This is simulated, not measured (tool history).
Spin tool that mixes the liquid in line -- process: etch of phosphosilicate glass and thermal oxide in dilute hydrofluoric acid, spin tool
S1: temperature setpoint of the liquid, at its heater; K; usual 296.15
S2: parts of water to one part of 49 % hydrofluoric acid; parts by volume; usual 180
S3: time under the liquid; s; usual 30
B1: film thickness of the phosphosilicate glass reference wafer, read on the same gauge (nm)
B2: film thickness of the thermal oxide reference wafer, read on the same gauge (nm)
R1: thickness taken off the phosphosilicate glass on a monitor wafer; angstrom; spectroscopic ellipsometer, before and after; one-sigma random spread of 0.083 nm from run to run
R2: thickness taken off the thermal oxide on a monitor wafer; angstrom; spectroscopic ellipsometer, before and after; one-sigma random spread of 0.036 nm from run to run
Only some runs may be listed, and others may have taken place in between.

| run | day | S1 | S2 | S3 | B1 | B2 | R1 | R2 |
|---|---|---|---|---|---|---|---|---|
| 1 | 0.000 | 296.15 | 180 | 30 | 50.01 | 39.986 | 150.0 | 6.40 |
| 2 | 0.729 | 296.15 | 180 | 40 | 50.00 | 39.981 | 201.0 | 8.38 |
| 3 | 1.162 | 296.15 | 180 | 40 | 49.97 | 40.012 | 198.4 | 7.93 |
| 4 | 1.792 | 297.65 | 180 | 35 | 50.07 | 40.000 | 185.3 | 7.16 |
| 5 | 2.254 | 297.65 | 180 | 35 | 50.01 | 39.998 | 182.5 | 7.94 |
| 6 | 2.671 | 296.15 | 180 | 30 | 49.97 | 40.019 | 149.1 | 5.93 |
| 7 | 3.062 | 296.15 | 180 | 30 | 49.97 | 39.982 | 149.2 | 5.52 |
| 8 | 3.588 | 296.15 | 180 | 30 | 50.01 | 40.000 | 150.3 | 6.03 |
|  | 3.817 | thermometer replaced |
| 9 | 4.096 | 296.15 | 125 | 30 | 50.01 | 40.030 | 206.3 | 7.95 |
| 10 | 4.646 | 296.15 | 180 | 30 | 49.97 | 39.992 | 134.4 | 5.27 |
| 11 | 5.250 | 296.15 | 180 | 45 | 50.01 | 39.973 | 201.5 | 7.82 |
|  | 6.662 | hydrofluoric acid flow meter replaced |
| 12 | 6.888 | 296.15 | 230 | 35 | 49.97 | 40.000 | 136.8 | 5.81 |
| 13 | 7.517 | 294.15 | 180 | 30 | 49.99 | 39.980 | 145.5 | 6.27 |
| 14 | 7.983 | 293.65 | 180 | 40 | 50.00 | 40.010 | 190.2 | 7.78 |
|  | 8.417 | gauge calibrated |
| 15 | 8.554 | 299.15 | 215 | 15 | 49.96 | 40.003 | 70.8 | 2.97 |
| 16 | 9.196 | 296.15 | 180 | 15 | 50.04 | 39.993 | 77.8 | 3.24 |
| 17 | 9.504 | 296.15 | 180 | 30 | 50.00 | 39.980 | 155.3 | 6.52 |
| 18 | 9.771 | 296.15 | 180 | 30 | 49.99 | 40.004 | 155.5 | 6.55 |

Run 19 has not been measured yet. What should we expect?
| 19 | 10.379 | 296.15 | 155 | 20 | ? | ? | ? | ? |

B1: 49.97
B2: 40.021
R1: 125.3 angstrom
R2: 5.36 angstrom
On a tool with no hidden condition, and with the same random variation, this run would have come out at R1 126.3 angstrom, R2 5.41 angstrom.
